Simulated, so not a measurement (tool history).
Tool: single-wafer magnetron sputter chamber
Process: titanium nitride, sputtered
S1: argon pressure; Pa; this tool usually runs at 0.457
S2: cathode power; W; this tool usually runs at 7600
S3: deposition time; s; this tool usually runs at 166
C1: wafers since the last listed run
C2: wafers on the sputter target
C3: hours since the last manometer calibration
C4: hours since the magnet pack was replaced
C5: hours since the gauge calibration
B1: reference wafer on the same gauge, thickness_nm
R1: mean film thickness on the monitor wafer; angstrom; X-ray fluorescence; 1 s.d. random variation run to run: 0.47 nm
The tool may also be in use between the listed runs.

run,hour,S1,S2,S3,C1,C2,C3,C4,C5,B1,R1
1,0.0,0.457,7600,166,0,859,1691.6,7958.5,411.0,185.144,2018.02
2,69.4,0.457,7600,166,898,1758,1761.0,8027.9,480.4,185.201,2009.50
3,122.3,0.457,7600,166,684,2443,1813.9,8080.8,533.3,185.027,2003.55
4,151.3,0.457,7600,166,375,2818,1842.9,8109.8,562.3,185.014,1994.97
5,185.5,0.457,7600,166,442,3261,1877.1,8144.0,596.5,184.967,1995.58
6,243.2,0.457,7600,166,746,4008,1934.8,8201.7,654.2,184.845,1977.91
7,270.4,0.457,7600,166,352,4360,1962.0,8228.9,681.4,185.120,1971.72
# hour 297.6: sputter target and shields replaced
8,318.2,0.457,7600,166,515,266,2009.8,8276.7,729.2,185.107,2025.81
9,368.2,0.457,6300,166,647,913,2059.8,8326.7,779.2,184.929,1668.87
10,415.6,0.457,6300,166,613,1527,2107.2,8374.1,826.6,185.044,1675.50
11,486.4,0.457,6300,166,916,2443,2178.0,8444.9,897.4,184.858,1671.94
# hour 520.7: capacitance manometer re-zeroed and calibrated
12,551.5,0.457,7600,166,739,3182,30.8,8510.0,962.5,185.097,2065.71
# hour 618.1: sputter target and shields replaced
13,620.1,0.457,7600,166,784,25,99.4,8578.6,1031.1,184.859,2077.65
14,655.6,0.384,7600,151,459,485,134.9,8614.1,1066.6,184.855,1936.02
15,717.7,0.457,6700,193,803,1289,197.0,8676.2,1128.7,185.052,2113.81
# hour 732.2: magnet pack replaced
16,764.1,0.620,6350,148,497,1786,243.4,31.9,1175.1,184.930,1438.92
17,813.1,0.457,7600,166,634,2420,292.4,80.9,1224.1,184.960,2056.31
18,851.4,0.457,7600,166,495,2916,330.7,119.2,1262.4,185.047,2044.83
# hour 871.5: gauge calibrated
19,886.3,0.567,7600,166,451,3368,365.6,154.1,14.8,184.763,1959.22
20,912.2,0.345,6800,166,335,3703,391.5,180.0,40.7,185.085,1903.51
21,968.7,0.627,8900,181,731,4435,448.0,236.5,97.2,184.926,2418.76
# hour 1022.2: sputter target and shields replaced
22,1180.8,0.457,7600,166,2642,2053,660.1,448.6,309.3,185.066,2050.13
23,1251.6,0.332,6550,157,916,2970,730.9,519.4,380.1,184.979,1741.41
24,1292.1,0.588,6100,176,524,3494,771.4,559.9,420.6,184.992,1630.25
25,1321.0,0.543,8650,166,374,3868,800.3,588.8,449.5,185.232,2216.83
# hour 1373.0: sputter target and shields replaced
26,1373.5,0.457,7600,166,576,6,852.8,641.3,502.0,184.952,2033.95
27,1404.9,0.567,9200,166,406,413,884.2,672.7,533.4,185.161,2355.91
28,1473.6,0.457,7600,166,889,1302,952.9,741.4,602.1,185.039,2032.38

Pick out some run-to-run changes in R1. Of each, how much would a tool without hidden state show as well, from the settings, what came in and chance, and how much is left for the hidden state and any gauge scatter not in both results compared?
Unlogged tool condition in this case: deposition rate above that of a new target (%); true argon pressure above the setpoint (%); gauge reads high (%).
Run 7 -> 8: sputter target and shields replaced. R1 +54.09 angstrom: hidden state +43.92, all else +10.17.
Run 15 -> 16: S1 0.457 -> 0.620, S2 6700 -> 6350, S3 193 -> 148, magnet pack replaced. R1 -674.89 angstrom: hidden state -3.24, all else -671.65.
Run 16 -> 17: S1 0.620 -> 0.457, S2 6350 -> 7600, S3 148 -> 166. R1 +617.39 angstrom: hidden state -11.99, all else +629.38.
Run 21 -> 22: S1 0.627 -> 0.457, S2 8900 -> 7600, S3 181 -> 166, sputter target and shields replaced. R1 -368.63 angstrom: hidden state +48.10, all else -416.73.
